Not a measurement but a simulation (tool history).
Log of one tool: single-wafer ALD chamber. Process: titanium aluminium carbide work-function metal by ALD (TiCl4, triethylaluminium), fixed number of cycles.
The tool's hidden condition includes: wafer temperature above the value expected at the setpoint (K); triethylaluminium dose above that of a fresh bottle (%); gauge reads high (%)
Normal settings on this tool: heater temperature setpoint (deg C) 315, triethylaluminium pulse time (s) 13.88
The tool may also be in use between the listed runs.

run    hour  heater temperature setpoint (deg C)  triethylaluminium pulse time (s)  wafers since the last listed run  hours since the last thermocouple change  hours since the last triethylaluminium bottle change  hours since the showerhead was replaced  hours since the gauge calibration  read-back reference wafer on the same gauge, thickness_nm  mean film thickness on the monitor wafer (Å)
  1     0.0                                  315                             12.44                                 0                                    2092.6                                                 369.3                                   1761.5                              317.2                                                      2.130                                         22.51
  2    70.3                                  315                             12.44                               652                                    2162.9                                                 439.6                                   1831.8                              387.5                                                      2.130                                         22.47
  3   114.5                                  315                             12.57                               410                                    2207.1                                                 483.8                                   1876.0                              431.7                                                      2.129                                         22.48
  4   222.4                                  315                             13.88                              1000                                    2315.0                                                 591.7                                   1983.9                              539.6                                                      2.130                                         22.49
      297.4  -- triethylaluminium bottle replaced
  5   314.5                                  319                             13.88                               780                                    2407.1                                                  17.1                                   2076.0                              631.7                                                      2.131                                         23.22
  6   419.9                                  323                             17.39                               977                                    2512.5                                                 122.5                                   2181.4                              737.1                                                      2.131                                         23.69
  7   467.8                                  323                             17.39                               444                                    2560.4                                                 170.4                                   2229.3                              785.0                                                      2.131                                         23.71
      484.6  -- thermocouple changed; heater temperature recalibrated
  8   567.4                                  315                             13.88                               849                                      82.8                                                 270.0                                   2328.9                              884.6                                                      2.130                                         23.29
      622.2  -- showerhead replaced
  9   647.9                                  315                             13.88                               672                                     163.3                                                 350.5                                     25.7                              965.1                                                      2.131                                         23.30
 10   748.4                                  315                             13.88                               932                                     263.8                                                 451.0                                    126.2                             1065.6                                                      2.129                                         23.09
      785.3  -- gauge calibrated
 11   786.0                                  304                             16.01                               348                                     301.4                                                 488.6                                    163.8                                0.7                                                      2.131                                         21.98
 12   860.3                                  322                             17.94                               689                                     375.7                                                 562.9                                    238.1                               75.0                                                      2.129                                         23.92
 13   928.1                                  315                             18.98                               628                                     443.5                                                 630.7                                    305.9                              142.8                                                      2.132                                         23.23
 14   977.3                                  315                             19.29                               456                                     492.7                                                 679.9                                    355.1                              192.0                                                      2.131                                         23.28
      991.0  -- triethylaluminium bottle replaced
 15  1062.6                                  315                             13.88                               717                                     578.0                                                  71.6                                    440.4                              277.3                                                      2.131                                         23.20
 16  1133.1                                  315                             13.88                               653                                     648.5                                                 142.1                                    510.9                              347.8                                                      2.129                                         23.12
 17  1186.9                                  326                             10.44                               499                                     702.3                                                 195.9                                    564.7                              401.6                                                      2.130                                         24.01
 18  1226.2                                  306                             11.82                               364                                     741.6                                                 235.2                                    604.0                              440.9                                                      2.129                                         21.85
 19  1274.3                                  302                             16.27                               446                                     789.7                                                 283.3                                    652.1                              489.0                                                      2.132                                         21.77

A few steps of mean film thickness on the monitor wafer (Å) between consecutive runs. Split each: what settings, incoming material and random variation would produce without the hidden state, and what is left over for the hidden state, along with gauge scatter present in only one of the two compared results (measured, and without hidden state):
Run 7 -> 8: heater temperature setpoint (deg C) 323 -> 315, triethylaluminium pulse time (s) 17.39 -> 13.88, thermocouple changed; heater temperature recalibrated. mean film thickness on the monitor wafer (Å) -0.42: hidden state +0.62, all else -1.04.
Run 17 -> 18: heater temperature setpoint (deg C) 326 -> 306, triethylaluminium pulse time (s) 10.44 -> 11.82. mean film thickness on the monitor wafer (Å) -2.16: hidden state +0.02, all else -2.18.
